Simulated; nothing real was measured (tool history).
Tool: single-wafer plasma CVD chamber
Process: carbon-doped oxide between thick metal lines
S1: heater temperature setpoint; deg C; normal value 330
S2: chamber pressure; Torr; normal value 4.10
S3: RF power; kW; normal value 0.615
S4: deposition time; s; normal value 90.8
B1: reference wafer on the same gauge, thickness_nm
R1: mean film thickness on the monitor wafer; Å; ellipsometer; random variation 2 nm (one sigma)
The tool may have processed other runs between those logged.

Run 1, hour 0.0: usual settings but S1 339 deg C, S4 76.4 s; B1 503.982. Result: R1 3941.38 Å.
Run 2, hour 56.0: usual settings but S1 339 deg C, S4 76.4 s; B1 504.611. Result: R1 3977.23 Å.
Run 3, hour 90.0: usual settings; B1 504.589. Result: R1 4862.90 Å.
At hour 94.3: gauge calibrated.
Run 4, hour 113.2: usual settings; B1 504.234. Result: R1 4822.97 Å.
Run 5, hour 136.5: usual settings; B1 504.259. Result: R1 4833.58 Å.
Run 6, hour 165.6: usual settings; B1 503.426. Result: R1 4812.17 Å.
At hour 182.0: capacitance manometer re-zeroed and calibrated.
At hour 192.1: thermocouple changed; heater temperature recalibrated.
Run 7, hour 206.7: usual settings but S2 4.51 Torr; B1 503.812. Result: R1 4856.03 Å.
Run 8, hour 220.2: usual settings; B1 504.436. Result: R1 4821.29 Å.
Run 9, hour 244.6: usual settings; B1 504.197. Result: R1 4810.13 Å.
At hour 254.9: showerhead replaced.
Run 10, hour 265.9: usual settings but S4 101.6 s; B1 504.442. Result: R1 5352.57 Å.
Run 11, hour 290.1: usual settings but S4 101.6 s; B1 504.264. Result: R1 5359.80 Å.
Run 12, hour 303.9: usual settings but S1 340 deg C, S3 0.575 kW; B1 504.170. Result: R1 4386.63 Å.
Run 13, hour 326.0: usual settings but S3 0.675 kW, S4 102.5 s; B1 504.465. Result: R1 5924.21 Å.
Run 14, hour 340.1: usual settings but S3 0.505 kW; B1 504.005. Result: R1 3851.78 Å.
Run 15, hour 359.3: usual settings; B1 504.567. Result: R1 4810.79 Å.
Run 16, hour 384.4: usual settings but S1 323 deg C, S2 4.98 Torr; B1 503.951. Result: R1 4993.08 Å.
Run 17, hour 403.3: usual settings but S4 73.1 s; B1 503.862. Result: R1 3864.19 Å.
At hour 417.0: gauge calibrated.
At hour 419.7: RF generator calibrated.
Run 18, hour 422.1: usual settings but S1 344 deg C, S2 5.04 Torr, S3 0.700 kW; B1 503.226. Result: R1 5474.57 Å.
Run 19, hour 476.2: usual settings but S2 4.84 Torr, S3 0.520 kW, S4 99.5 s; B1 504.618. Result: R1 4625.84 Å.
Run 20, hour 504.4: usual settings but S1 344 deg C, S3 0.510 kW; B1 503.828. Result: R1 3857.52 Å.
Run 21, hour 516.6: usual settings but S2 4.88 Torr, S3 0.560 kW, S4 77.8 s; B1 504.608. Result: R1 3921.17 Å.
Run 22, hour 538.6: usual settings but S3 0.715 kW; B1 504.080. Result: R1 5640.49 Å.
Run 23, hour 561.2: usual settings; B1 503.989. Result: R1 4896.85 Å.

Table of differences, measured result less the result of that run with no hidden state. Run-to-run variation is the same in both. Gauge scatter possibly is not:
What the log doesn't record here: wafer temperature above the value expected at the setpoint (K); delivered RF power above the setpoint (%); true pressure above the setpoint (%); gauge reads high (%).
run       R1
  1  -117.28
  2  -122.29
  3  -152.03
  4  -152.33
  5  -154.11
  6  -155.08
  7  -158.59
  8  -158.08
  9  -158.78
 10  -177.64
 11  -178.88
 12  -151.62
 13  -193.45
 14  -159.56
 15  -162.77
 16  -169.65
 17  -131.68
 18    -4.16
 19   -29.92
 20   -40.58
 21   -38.79
 22   -61.86
 23   -63.30
